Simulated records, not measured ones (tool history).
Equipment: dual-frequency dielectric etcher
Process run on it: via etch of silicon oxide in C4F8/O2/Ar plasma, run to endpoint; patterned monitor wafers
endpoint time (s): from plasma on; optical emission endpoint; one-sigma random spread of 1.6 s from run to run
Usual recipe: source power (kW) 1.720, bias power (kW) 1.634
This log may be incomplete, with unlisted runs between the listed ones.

run    day  source power (kW)  bias power (kW)  incoming incoming film thickness, nm  endpoint time (s)
  1  0.000              1.720            1.634                                1153.0              237.8
  2  0.342              1.720            1.335                                1142.1              258.7
  3  0.812              1.720            1.779                                1147.2              225.4
  4  1.479              1.720            1.634                                1148.4              232.9
  5  2.200              1.720            1.634                                1143.0              235.9
     3.571  -- wet clean of the chamber
  6  3.592              1.720            1.634                                1136.6              234.8
  7  3.608              1.720            1.634                                1149.2              234.8
  8  3.771              1.550            1.449                                1137.8              259.2
     3.967  -- source power generator calibrated
  9  4.038              1.720            1.634                                1133.5              234.5
     4.908  -- bias power generator calibrated
     5.192  -- upper electrode replaced
 10  6.012              1.720            1.281                                1133.7              256.8
 11  6.462              2.070            1.936                                1147.6              201.5
 12  7.071              1.720            1.634                                1139.1              235.0
 13  7.467              2.100            1.794                                1134.5              202.9
 14  8.142              1.480            1.795                                1132.2              242.0
 15  8.617              1.720            1.634                                1138.3              234.9

Each row is a separate what-if for the run after 15, all from the same tool condition, not one after another. Results?
  A  8.638              1.720            1.634                                1138.1                  ?
  B  8.638              2.040            1.746                                1138.1                  ?
  C  8.638              1.890            1.634                                1138.1                  ?
  D  8.638              1.720            1.457                                1138.1                  ?
  E  8.638              2.140            1.634                                1138.1                  ?

run  endpoint time (s)
  A              233.2
  B              208.5
  C              222.3
  D              244.5
  E              209.1
What these runs would have given with no unlogged condition in the tool:
run  endpoint time (s)
  A              233.2
  B              208.5
  C              222.3
  D              244.5
  E              209.1
